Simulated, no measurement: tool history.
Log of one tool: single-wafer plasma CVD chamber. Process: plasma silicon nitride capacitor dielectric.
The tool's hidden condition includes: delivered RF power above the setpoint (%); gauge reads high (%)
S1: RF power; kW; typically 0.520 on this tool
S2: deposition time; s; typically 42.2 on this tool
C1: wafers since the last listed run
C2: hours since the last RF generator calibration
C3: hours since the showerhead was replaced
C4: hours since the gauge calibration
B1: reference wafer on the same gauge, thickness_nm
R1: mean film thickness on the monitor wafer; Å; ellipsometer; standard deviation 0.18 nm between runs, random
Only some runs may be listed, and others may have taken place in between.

run	hour	S1	S2	C1	C2	C3	C4	B1	R1
1	0.0	0.520	42.2	0	1893.4	1495.8	1672.6	80.049	655.06
2	39.2	0.520	42.2	1238	1932.6	1535.0	1711.8	80.201	655.19
# hour 91.6: gauge calibrated
3	96.5	0.520	42.2	1810	1989.9	1592.3	4.9	80.113	655.94
4	187.9	0.575	42.2	2888	2081.3	1683.7	96.3	80.129	679.44
5	239.1	0.575	42.2	1618	2132.5	1734.9	147.5	80.230	674.96
# hour 275.2: RF generator calibrated
6	537.4	0.460	37.5	9175	262.2	2033.2	445.8	80.190	566.70
7	631.0	0.460	37.5	2958	355.8	2126.8	539.4	80.087	564.56
8	689.5	0.445	44.5	1848	414.3	2185.3	597.9	80.126	663.25
9	742.6	0.445	44.5	1678	467.4	2238.4	651.0	80.231	659.92
10	789.6	0.585	42.2	1485	514.4	2285.4	698.0	80.090	694.35
11	869.0	0.585	42.2	2509	593.8	2364.8	777.4	80.163	695.84
12	911.7	0.520	42.2	1349	636.5	2407.5	820.1	80.145	664.06
13	1041.3	0.475	44.5	4096	766.1	2537.1	949.7	80.129	677.00
14	1086.4	0.490	42.2	1425	811.2	2582.2	994.8	80.032	646.27
15	1123.2	0.490	42.2	1163	848.0	2619.0	1031.6	80.140	645.53
16	1227.2	0.520	42.2	3286	952.0	2723.0	1135.6	80.249	660.69
17	1298.4	0.520	42.2	2250	1023.2	2794.2	1206.8	80.127	662.89
18	1393.9	0.520	42.2	3018	1118.7	2889.7	1302.3	80.063	659.33
19	1450.3	0.465	47.0	1782	1175.1	2946.1	1358.7	80.109	703.80
20	1499.6	0.465	47.0	1558	1224.4	2995.4	1408.0	80.029	709.48
21	1584.3	0.600	35.9	2676	1309.1	3080.1	1492.7	80.140	590.31
22	1673.4	0.520	42.2	2816	1398.2	3169.2	1581.8	80.068	659.45
23	1774.7	0.520	38.4	3201	1499.5	3270.5	1683.1	80.067	597.30
# hour 1829.7: gauge calibrated
24	1836.1	0.550	35.4	1940	1560.9	3331.9	6.4	80.091	565.57
25	1938.6	0.610	38.7	3239	1663.4	3434.4	108.9	80.156	637.13
26	2025.1	0.580	47.4	2733	1749.9	3520.9	195.4	80.210	767.12
27	2107.4	0.520	42.2	2601	1832.2	3603.2	277.7	79.975	655.51
28	2182.5	0.470	39.6	2373	1907.3	3678.3	352.8	80.115	591.68
29	2262.4	0.555	39.0	2525	1987.2	3758.2	432.7	80.117	617.62
30	2369.8	0.610	37.0	3394	2094.6	3865.6	540.1	80.257	606.93
# hour 2386.3: RF generator calibrated
# hour 2423.2: showerhead replaced
31	2423.7	0.550	42.2	1197	37.4	0.5	594.0	80.131	678.87
32	2493.6	0.585	37.3	2209	107.3	70.4	663.9	80.019	610.90
33	2599.4	0.520	48.7	3343	213.1	176.2	769.7	80.008	767.80
34	2851.3	0.435	42.2	7961	465.0	428.1	1021.6	79.961	617.87
35	2902.4	0.520	42.2	1615	516.1	479.2	1072.7	79.999	663.27
36	2980.2	0.560	45.7	2458	593.9	557.0	1150.5	80.144	736.40
37	3073.0	0.465	39.9	2932	686.7	649.8	1243.3	80.111	598.80
38	3142.9	0.520	48.4	2209	756.6	719.7	1313.2	80.123	760.00
39	3188.0	0.620	39.2	1425	801.7	764.8	1358.3	80.054	656.12
40	3287.3	0.520	37.7	3138	901.0	864.1	1457.6	80.162	590.40
41	3330.6	0.520	42.2	1368	944.3	907.4	1500.9	80.095	661.84

Per-run results on a tool with no hidden state, each run keeping its own random variation:
run	R1
1	668.80
2	669.22
3	670.39
4	695.10
5	690.91
6	568.89
7	567.28
8	666.85
9	663.86
10	698.83
11	700.90
12	669.18
13	683.14
14	652.43
15	651.94
16	667.96
17	670.68
18	667.75
19	713.21
20	719.34
21	599.05
22	669.84
23	607.37
24	575.48
25	649.00
26	782.14
27	668.93
28	604.28
29	631.32
30	621.12
31	681.83
32	614.01
33	772.55
34	623.31
35	669.46
36	743.87
37	605.46
38	769.01
39	664.22
40	598.30
41	671.01
